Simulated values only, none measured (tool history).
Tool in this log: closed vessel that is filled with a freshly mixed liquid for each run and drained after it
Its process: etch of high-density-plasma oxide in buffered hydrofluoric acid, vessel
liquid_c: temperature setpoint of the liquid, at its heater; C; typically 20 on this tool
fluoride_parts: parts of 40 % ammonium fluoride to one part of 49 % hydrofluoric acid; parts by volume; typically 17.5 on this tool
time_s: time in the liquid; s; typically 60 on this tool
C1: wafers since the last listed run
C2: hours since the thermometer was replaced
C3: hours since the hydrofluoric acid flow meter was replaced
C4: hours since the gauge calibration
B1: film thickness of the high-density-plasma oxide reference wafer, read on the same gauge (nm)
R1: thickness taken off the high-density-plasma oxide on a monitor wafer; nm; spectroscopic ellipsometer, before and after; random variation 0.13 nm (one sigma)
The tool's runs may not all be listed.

run 1 hour=0 | liquid_c=20 fluoride_parts=17.5 time_s=60 | C1=0 C2=829.9 C3=773.4 C4=130.8 | B1=39.99 | R1=37.33
run 2 hour=21.7 | liquid_c=20 fluoride_parts=17.5 time_s=60 | C1=1949 C2=851.6 C3=795.1 C4=152.5 | B1=39.98 | R1=37.57
run 3 hour=53.2 | liquid_c=19 fluoride_parts=17.5 time_s=60 | C1=2830 C2=883.1 C3=826.6 C4=184 | B1=40 | R1=35.54
run 4 hour=74.5 | liquid_c=19 fluoride_parts=17.5 time_s=60 | C1=1913 C2=904.4 C3=847.9 C4=205.3 | B1=39.98 | R1=35.5
run 5 hour=87.3 | liquid_c=20 fluoride_parts=17.5 time_s=60 | C1=1149 C2=917.2 C3=860.7 C4=218.1 | B1=39.99 | R1=37.37
run 6 hour=112.3 | liquid_c=20 fluoride_parts=17.5 time_s=60 | C1=2246 C2=942.2 C3=885.7 C4=243.1 | B1=39.99 | R1=37.59
-- hour=146 thermometer replaced
run 7 hour=147.3 | liquid_c=20 fluoride_parts=21 time_s=40 | C1=3054 C2=1.3 C3=920.7 C4=278.1 | B1=40 | R1=21.1
run 8 hour=159.8 | liquid_c=17 fluoride_parts=17.5 time_s=75 | C1=1123 C2=13.8 C3=933.2 C4=290.6 | B1=40 | R1=39.39
run 9 hour=183.2 | liquid_c=17.5 fluoride_parts=23 time_s=60 | C1=2102 C2=37.2 C3=956.6 C4=314 | B1=40.03 | R1=26.13
-- hour=186.2 gauge calibrated
run 10 hour=199.6 | liquid_c=22.5 fluoride_parts=24 time_s=75 | C1=1473 C2=53.6 C3=973 C4=13.4 | B1=40 | R1=41.74
run 11 hour=219.3 | liquid_c=20 fluoride_parts=17.5 time_s=60 | C1=1769 C2=73.3 C3=992.7 C4=33.1 | B1=40.03 | R1=37.46
-- hour=228.1 hydrofluoric acid flow meter replaced
run 12 hour=234.6 | liquid_c=20 fluoride_parts=13 time_s=60 | C1=1284 C2=88.6 C3=6.5 C4=48.4 | B1=40.01 | R1=50.35
run 13 hour=250.8 | liquid_c=20 fluoride_parts=13 time_s=60 | C1=1455 C2=104.8 C3=22.7 C4=64.6 | B1=39.97 | R1=50.28
run 14 hour=279.2 | liquid_c=20 fluoride_parts=14.5 time_s=70 | C1=2551 C2=133.2 C3=51.1 C4=93 | B1=39.97 | R1=52.95
run 15 hour=304.9 | liquid_c=20 fluoride_parts=20.5 time_s=85 | C1=2308 C2=158.9 C3=76.8 C4=118.7 | B1=40.01 | R1=45.89

What if the next run were any one of these 5? Each begins from the tool's condition after run 15:
run A hour=305.6 | liquid_c=20 fluoride_parts=17.5 time_s=60 | C1=62 C2=159.6 C3=77.5 C4=119.4 | B1=? | R1=?
run B hour=305.6 | liquid_c=18 fluoride_parts=17.5 time_s=50 | C1=62 C2=159.6 C3=77.5 C4=119.4 | B1=? | R1=?
run C hour=305.6 | liquid_c=22 fluoride_parts=23 time_s=35 | C1=62 C2=159.6 C3=77.5 C4=119.4 | B1=? | R1=?
run D hour=305.6 | liquid_c=20 fluoride_parts=20 time_s=40 | C1=62 C2=159.6 C3=77.5 C4=119.4 | B1=? | R1=?
run E hour=305.6 | liquid_c=20 fluoride_parts=17.5 time_s=40 | C1=62 C2=159.6 C3=77.5 C4=119.4 | B1=? | R1=?

run=A B1=39.96 R1=37.49
run=B B1=39.96 R1=27.9
run=C B1=39.96 R1=19.46
run=D B1=39.96 R1=21.9
run=E B1=39.96 R1=24.99
Had the tool no hidden state, the same runs would have come out as:
run=A R1=37.49
run=B R1=27.9
run=C R1=19.46
run=D R1=21.9
run=E R1=24.99
